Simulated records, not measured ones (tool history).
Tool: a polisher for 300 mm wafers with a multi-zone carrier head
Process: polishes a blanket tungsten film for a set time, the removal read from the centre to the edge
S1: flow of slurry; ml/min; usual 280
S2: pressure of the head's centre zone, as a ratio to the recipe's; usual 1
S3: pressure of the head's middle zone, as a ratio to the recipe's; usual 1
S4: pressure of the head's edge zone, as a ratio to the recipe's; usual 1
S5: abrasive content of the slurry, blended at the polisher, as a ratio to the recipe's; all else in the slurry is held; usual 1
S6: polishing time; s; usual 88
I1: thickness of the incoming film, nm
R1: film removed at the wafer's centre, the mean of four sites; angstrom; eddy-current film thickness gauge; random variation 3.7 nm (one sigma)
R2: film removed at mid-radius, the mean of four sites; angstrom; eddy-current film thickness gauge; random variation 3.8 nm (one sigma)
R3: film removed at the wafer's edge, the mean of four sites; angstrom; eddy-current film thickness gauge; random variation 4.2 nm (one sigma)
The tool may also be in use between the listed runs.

| run | day | S1 | S2 | S3 | S4 | S5 | S6 | I1 | R1 | R2 | R3 |
|---|---|---|---|---|---|---|---|---|---|---|---|
| 1 | 0 | 280 | 1 | 1.05 | 1.05 | 1 | 88 | 1204.5 | 3809 | 4128 | 3808 |
|  | 0.988 | worn pad replaced by a new one |
|  | 1.521 | edge zone pressure recalibrated |
| 2 | 3.1 | 280 | 1 | 1 | 1 | 0.75 | 114 | 1188 | 4629 | 4891 | 4524 |
|  | 3.929 | carrier head's membrane replaced by a new one |
| 3 | 5.146 | 280 | 1 | 1 | 1 | 1 | 69 | 1205.7 | 3006 | 3155 | 2968 |
| 4 | 7.421 | 280 | 1 | 1.06 | 1 | 1 | 88 | 1209.3 | 3756 | 4064 | 3630 |
|  | 8.038 | centre zone pressure recalibrated |
| 5 | 9.612 | 280 | 1.1 | 1 | 1 | 1.15 | 114 | 1224.6 | 5435 | 5162 | 4935 |
| 6 | 11.712 | 280 | 1 | 1 | 1 | 1 | 88 | 1210 | 3489 | 3743 | 3506 |
|  | 12.167 | slurry nozzle cleaned |
| 7 | 15.596 | 280 | 1 | 1 | 1.04 | 0.85 | 88 | 1189.5 | 3651 | 3849 | 3627 |
| 8 | 17.938 | 280 | 1 | 1 | 1 | 1 | 88 | 1203.1 | 3918 | 3999 | 3774 |
| 9 | 19.412 | 280 | 1 | 1 | 1.05 | 1.15 | 75 | 1220.2 | 3424 | 3490 | 3330 |
|  | 20.275 | worn pad replaced by a new one |
| 10 | 21.783 | 280 | 0.89 | 1 | 1 | 1 | 108 | 1206 | 4524 | 5170 | 4898 |
| 11 | 23.292 | 280 | 1 | 1 | 1 | 1 | 88 | 1215.3 | 4052 | 4235 | 3933 |
| 12 | 26 | 230 | 1 | 1 | 1 | 1.25 | 100 | 1224 | 4577 | 4871 | 4598 |
| 13 | 28.946 | 355 | 0.95 | 1 | 1.06 | 0.75 | 88 | 1213.7 | 3342 | 3753 | 3507 |
| 14 | 31.312 | 280 | 1.07 | 1 | 1 | 0.85 | 88 | 1229.1 | 3766 | 3679 | 3529 |
|  | 31.842 | slurry nozzle cleaned |
| 15 | 32.425 | 310 | 1 | 1 | 0.95 | 0.8 | 88 | 1207.1 | 3668 | 3841 | 3455 |
| 16 | 35.158 | 380 | 1 | 1 | 1 | 1 | 88 | 1210.6 | 4043 | 4215 | 3880 |
| 17 | 36.188 | 280 | 1 | 1 | 1 | 1 | 88 | 1217.7 | 3887 | 4069 | 3773 |
| 18 | 38.079 | 185 | 1 | 1 | 1 | 1 | 59 | 1200.5 | 2405 | 2541 | 2437 |
|  | 39.567 | edge zone pressure recalibrated |
| 19 | 39.825 | 280 | 1 | 1 | 1 | 1 | 88 | 1205 | 3829 | 3951 | 3783 |
|  | 41.042 | carrier head's membrane replaced by a new one |
|  | 41.246 | centre zone pressure recalibrated |
| 20 | 42.05 | 280 | 1.08 | 1 | 1 | 1.15 | 88 | 1209.2 | 4354 | 4186 | 3868 |

5 ways to go on from here, each from the tool as it stands after run 20. What would each give?
| A | 42.067 | 280 | 1 | 1 | 1 | 1 | 88 | 1222.4 | ? | ? | ? |
| B | 42.067 | 280 | 0.96 | 1 | 1.12 | 1 | 88 | 1222.4 | ? | ? | ? |
| C | 42.067 | 280 | 1 | 1 | 1 | 0.9 | 107 | 1222.4 | ? | ? | ? |
| D | 42.067 | 280 | 1.06 | 1 | 1.03 | 1 | 88 | 1222.4 | ? | ? | ? |
| E | 42.067 | 245 | 1 | 1.1 | 1 | 0.8 | 118 | 1222.4 | ? | ? | ? |

| run | R1 | R2 | R3 |
|---|---|---|---|
| A | 3814 | 3974 | 3763 |
| B | 3660 | 3975 | 3926 |
| C | 4480 | 4669 | 4420 |
| D | 4044 | 3973 | 3803 |
| E | 4653 | 5266 | 4613 |
Without the tool's hidden state the same runs would have given:
| run | R1 | R2 | R3 |
|---|---|---|---|
| A | 4174 | 4343 | 4098 |
| B | 4006 | 4344 | 4276 |
| C | 4904 | 5103 | 4814 |
| D | 4426 | 4342 | 4142 |
| E | 5106 | 5768 | 5031 |

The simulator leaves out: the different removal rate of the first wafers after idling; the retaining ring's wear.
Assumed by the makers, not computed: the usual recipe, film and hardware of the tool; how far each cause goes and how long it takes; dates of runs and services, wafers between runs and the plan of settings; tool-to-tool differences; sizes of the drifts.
